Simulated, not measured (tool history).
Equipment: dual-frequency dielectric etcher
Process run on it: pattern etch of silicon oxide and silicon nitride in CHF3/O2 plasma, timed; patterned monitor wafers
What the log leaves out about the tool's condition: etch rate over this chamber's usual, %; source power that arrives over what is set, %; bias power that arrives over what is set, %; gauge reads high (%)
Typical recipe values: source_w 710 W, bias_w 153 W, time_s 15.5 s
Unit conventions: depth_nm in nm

| run | hour | source_w | bias_w | time_s | wafers since the last listed run | hours since the last wet clean | hours since the last source power generator calibration | hours since the last bias power generator calibration | hours since the last upper electrode change | hours since the gauge calibration | read-back reference wafer on the same gauge, depth_nm | depth_nm |
|---|---|---|---|---|---|---|---|---|---|---|---|---|
| 1 | 0.0 | 710 | 132 | 15.5 | 0 | 62.6 | 1572.3 | 4574.4 | 4344.9 | 75.9 | 26.64 | 21.66 |
| 2 | 102.5 | 710 | 153 | 15.5 | 830 | 165.1 | 1674.8 | 4676.9 | 4447.4 | 178.4 | 26.59 | 22.64 |
| 3 | 178.2 | 710 | 153 | 15.5 | 613 | 240.8 | 1750.5 | 4752.6 | 4523.1 | 254.1 | 26.61 | 22.34 |
| 4 | 221.8 | 710 | 153 | 15.5 | 353 | 284.4 | 1794.1 | 4796.2 | 4566.7 | 297.7 | 26.62 | 22.17 |
| 5 | 320.2 | 710 | 153 | 15.5 | 796 | 382.8 | 1892.5 | 4894.6 | 4665.1 | 396.1 | 26.60 | 21.99 |
| 6 | 365.7 | 710 | 153 | 15.5 | 368 | 428.3 | 1938.0 | 4940.1 | 4710.6 | 441.6 | 26.61 | 21.99 |
|  | 451.6 | wet clean of the chamber |
| 7 | 452.1 | 710 | 153 | 15.5 | 505 | 0.5 | 2024.4 | 5026.5 | 4797.0 | 528.0 | 26.59 | 22.69 |
| 8 | 504.5 | 710 | 127 | 15.5 | 424 | 52.9 | 2076.8 | 5078.9 | 4849.4 | 580.4 | 26.58 | 21.47 |
|  | 514.3 | bias power generator calibrated |
|  | 525.9 | gauge calibrated |
| 9 | 582.6 | 710 | 153 | 19.0 | 600 | 131.0 | 2154.9 | 68.3 | 4927.5 | 56.7 | 26.58 | 27.90 |
|  | 646.9 | upper electrode replaced |
| 10 | 666.3 | 820 | 153 | 13.5 | 483 | 214.7 | 2238.6 | 152.0 | 19.4 | 140.4 | 26.59 | 20.91 |
| 11 | 744.5 | 710 | 153 | 15.5 | 633 | 292.9 | 2316.8 | 230.2 | 97.6 | 218.6 | 26.58 | 22.22 |
|  | 822.9 | source power generator calibrated |
| 12 | 861.1 | 710 | 179 | 11.5 | 911 | 409.5 | 38.2 | 346.8 | 214.2 | 335.2 | 26.63 | 17.32 |
| 13 | 944.3 | 710 | 153 | 15.5 | 673 | 492.7 | 121.4 | 430.0 | 297.4 | 418.4 | 26.59 | 21.80 |
|  | 977.1 | wet clean of the chamber |
| 14 | 1042.1 | 780 | 185 | 19.0 | 597 | 65.0 | 219.2 | 527.8 | 395.2 | 516.2 | 26.59 | 30.86 |

What differs in the tool's unlogged condition from the final listed run ahead of each entry between runs to the first listed run following it?
Logged between run 6 and run 7: wet clean of the chamber (hour 451.6)
  etch rate over this chamber's usual, %: -4.33 -> -0.33
  measured less the result without the state, depth_nm: -1.00 -> -0.08 nm
Logged between run 8 and run 9: bias power generator calibrated (hour 514.3); gauge calibrated (hour 525.9)
  etch rate over this chamber's usual, %: -0.844 -> -1.61
  measured less the result without the state, depth_nm: -0.18 -> -0.45 nm
Logged between run 9 and run 10: upper electrode replaced (hour 646.9)
  etch rate over this chamber's usual, %: -1.61 -> -2.43
  measured less the result without the state, depth_nm: -0.45 -> -0.52 nm
Logged between run 11 and run 12: source power generator calibrated (hour 822.9)
  etch rate over this chamber's usual, %: -3.2 -> -4.34
  measured less the result without the state, depth_nm: -0.74 -> -0.79 nm
Logged between run 13 and run 14: wet clean of the chamber (hour 977.1)
  etch rate over this chamber's usual, %: -5.16 -> -1.15
  measured less the result without the state, depth_nm: -1.18 -> -0.36 nm
